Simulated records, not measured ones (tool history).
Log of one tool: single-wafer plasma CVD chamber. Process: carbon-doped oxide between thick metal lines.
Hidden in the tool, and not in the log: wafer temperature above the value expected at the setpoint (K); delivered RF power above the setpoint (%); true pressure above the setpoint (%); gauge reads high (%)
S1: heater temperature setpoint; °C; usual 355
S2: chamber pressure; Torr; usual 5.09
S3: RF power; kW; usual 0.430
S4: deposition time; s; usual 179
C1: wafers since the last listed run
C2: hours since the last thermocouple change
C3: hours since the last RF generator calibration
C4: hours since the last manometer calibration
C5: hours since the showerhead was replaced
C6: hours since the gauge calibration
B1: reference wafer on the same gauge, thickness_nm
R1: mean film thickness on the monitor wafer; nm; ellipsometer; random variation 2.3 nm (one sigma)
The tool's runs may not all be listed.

run	hour	S1	S2	S3	S4	C1	C2	C3	C4	C5	C6	B1	R1
1	0.0	355	5.09	0.430	179	0	1247.5	873.9	1656.1	2997.5	123.3	694.297	831.879
2	13.0	355	5.09	0.430	179	83	1260.5	886.9	1669.1	3010.5	136.3	693.899	834.583
3	22.0	355	5.09	0.430	179	57	1269.5	895.9	1678.1	3019.5	145.3	694.146	831.377
4	31.3	355	5.09	0.430	179	59	1278.8	905.2	1687.4	3028.8	154.6	693.234	829.625
5	47.1	355	5.09	0.430	179	101	1294.6	921.0	1703.2	3044.6	170.4	695.180	827.190
6	59.2	355	5.09	0.430	179	77	1306.7	933.1	1715.3	3056.7	182.5	692.601	831.613
7	75.4	355	5.09	0.430	179	104	1322.9	949.3	1731.5	3072.9	198.7	693.694	830.807
8	92.0	367	5.09	0.430	156	106	1339.5	965.9	1748.1	3089.5	215.3	694.705	704.705
9	108.8	355	5.09	0.430	179	108	1356.3	982.7	1764.9	3106.3	232.1	693.836	828.559
10	125.2	355	5.09	0.430	179	105	1372.7	999.1	1781.3	3122.7	248.5	693.900	833.760
# hour 134.4: thermocouple changed; heater temperature recalibrated
# hour 142.3: showerhead replaced
# hour 158.6: capacitance manometer re-zeroed and calibrated
11	161.9	360	5.67	0.430	179	82	27.5	1035.8	3.3	19.6	285.2	695.068	830.985
# hour 174.8: RF generator calibrated
12	178.9	347	5.96	0.490	155	57	44.5	4.1	20.3	36.6	302.2	694.462	817.925
13	189.4	347	5.96	0.490	155	67	55.0	14.6	30.8	47.1	312.7	693.276	818.063
14	196.6	355	5.09	0.430	179	46	62.2	21.8	38.0	54.3	319.9	694.093	832.698
15	202.9	355	4.08	0.360	179	40	68.5	28.1	44.3	60.6	326.2	694.210	711.193
16	212.8	341	5.09	0.505	179	63	78.4	38.0	54.2	70.5	336.1	694.343	958.631
# hour 213.8: gauge calibrated
17	222.2	355	4.50	0.360	179	60	87.8	47.4	63.6	79.9	8.4	694.226	724.279
18	239.2	355	5.09	0.430	179	109	104.8	64.4	80.6	96.9	25.4	694.468	833.247
19	256.2	355	5.09	0.380	179	109	121.8	81.4	97.6	113.9	42.4	694.247	762.551
20	269.2	355	5.09	0.430	179	83	134.8	94.4	110.6	126.9	55.4	694.393	832.882
21	276.1	344	4.74	0.390	205	44	141.7	101.3	117.5	133.8	62.3	693.179	905.247
22	289.0	359	4.57	0.430	161	83	154.6	114.2	130.4	146.7	75.2	694.044	726.553
23	297.7	355	5.09	0.430	169	56	163.3	122.9	139.1	155.4	83.9	694.532	784.415

Hidden state at the last listed run before each entry between runs and at the first one after, where it differs:
Between runs 10 and 11: thermocouple changed; heater temperature recalibrated (hour 134.4); showerhead replaced (hour 142.3); capacitance manometer re-zeroed and calibrated (hour 158.6)
  no hidden state differs between the two runs
Between runs 11 and 12: RF generator calibrated (hour 174.8)
  no hidden state differs between the two runs
Between runs 16 and 17: gauge calibrated (hour 213.8)
  no hidden state differs between the two runs

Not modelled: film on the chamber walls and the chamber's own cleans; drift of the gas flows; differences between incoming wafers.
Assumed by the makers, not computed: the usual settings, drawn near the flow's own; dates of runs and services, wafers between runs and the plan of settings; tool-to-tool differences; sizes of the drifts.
